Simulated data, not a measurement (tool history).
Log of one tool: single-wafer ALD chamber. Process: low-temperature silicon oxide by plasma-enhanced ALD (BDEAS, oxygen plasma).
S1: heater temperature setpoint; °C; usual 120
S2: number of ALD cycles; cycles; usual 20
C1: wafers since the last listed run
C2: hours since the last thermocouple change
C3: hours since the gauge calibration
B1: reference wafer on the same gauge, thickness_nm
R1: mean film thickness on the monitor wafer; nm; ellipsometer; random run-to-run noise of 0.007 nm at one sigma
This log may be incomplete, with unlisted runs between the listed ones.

run	hour	S1	S2	C1	C2	C3	B1	R1
1	0.0	131	19	0	2409.0	254.7	2.840	2.592
2	7.6	131	19	100	2416.6	262.3	2.841	2.584
3	17.3	120	20	128	2426.3	272.0	2.838	2.789
4	30.8	120	20	179	2439.8	285.5	2.839	2.789
5	42.2	120	20	151	2451.2	296.9	2.838	2.792
6	52.8	120	20	140	2461.8	307.5	2.839	2.784
7	64.1	120	20	149	2473.1	318.8	2.840	2.781
8	80.9	126	19	222	2489.9	335.6	2.841	2.617
9	94.9	117	20	185	2503.9	349.6	2.840	2.811
10	106.0	120	20	147	2515.0	360.7	2.840	2.789
11	121.3	120	20	203	2530.3	376.0	2.840	2.793
12	134.5	120	20	175	2543.5	389.2	2.841	2.788
13	146.9	120	20	164	2555.9	401.6	2.840	2.798
14	153.1	120	20	82	2562.1	407.8	2.840	2.795
15	200.6	120	20	630	2609.6	455.3	2.841	2.792
16	206.8	113	19	82	2615.8	461.5	2.839	2.682
17	220.2	120	20	177	2629.2	474.9	2.840	2.790
18	233.4	132	20	175	2642.4	488.1	2.841	2.727
19	247.3	120	20	184	2656.3	502.0	2.840	2.786
20	261.4	120	20	187	2670.4	516.1	2.841	2.790
21	272.3	120	20	144	2681.3	527.0	2.840	2.796
22	281.9	134	22	127	2690.9	536.6	2.840	2.988
# hour 295.8: thermocouple changed; heater temperature recalibrated
23	296.3	120	18	84	0.5	551.0	2.842	2.511
24	307.8	112	19	152	12.0	562.5	2.840	2.679
25	322.5	120	20	195	26.7	577.2	2.841	2.782
26	339.3	120	20	222	43.5	594.0	2.841	2.790
27	351.6	113	20	163	55.8	606.3	2.840	2.814
# hour 361.3: gauge calibrated
28	364.1	110	21	165	68.3	2.8	2.840	2.979
29	370.2	133	20	80	74.4	8.9	2.840	2.728
30	378.1	120	21	104	82.3	16.8	2.840	2.929
31	430.4	128	24	694	134.6	69.1	2.841	3.293
32	446.0	120	17	207	150.2	84.7	2.841	2.359
33	463.6	120	24	233	167.8	102.3	2.841	3.354
34	478.0	120	20	191	182.2	116.7	2.840	2.780
35	493.0	120	20	199	197.2	131.7	2.839	2.792
36	500.0	111	23	92	204.2	138.7	2.839	3.248
37	513.8	120	20	183	218.0	152.5	2.838	2.790
38	529.1	125	19	203	233.3	167.8	2.841	2.640
39	547.1	115	17	238	251.3	185.8	2.840	2.388
40	559.1	132	22	159	263.3	197.8	2.840	3.016

Exercise: give the hidden state of the tool at every run:
wafer temperature above the value expected at the setpoint (K): 0 across all the runs
gauge reads high (%): 0 across all the runs
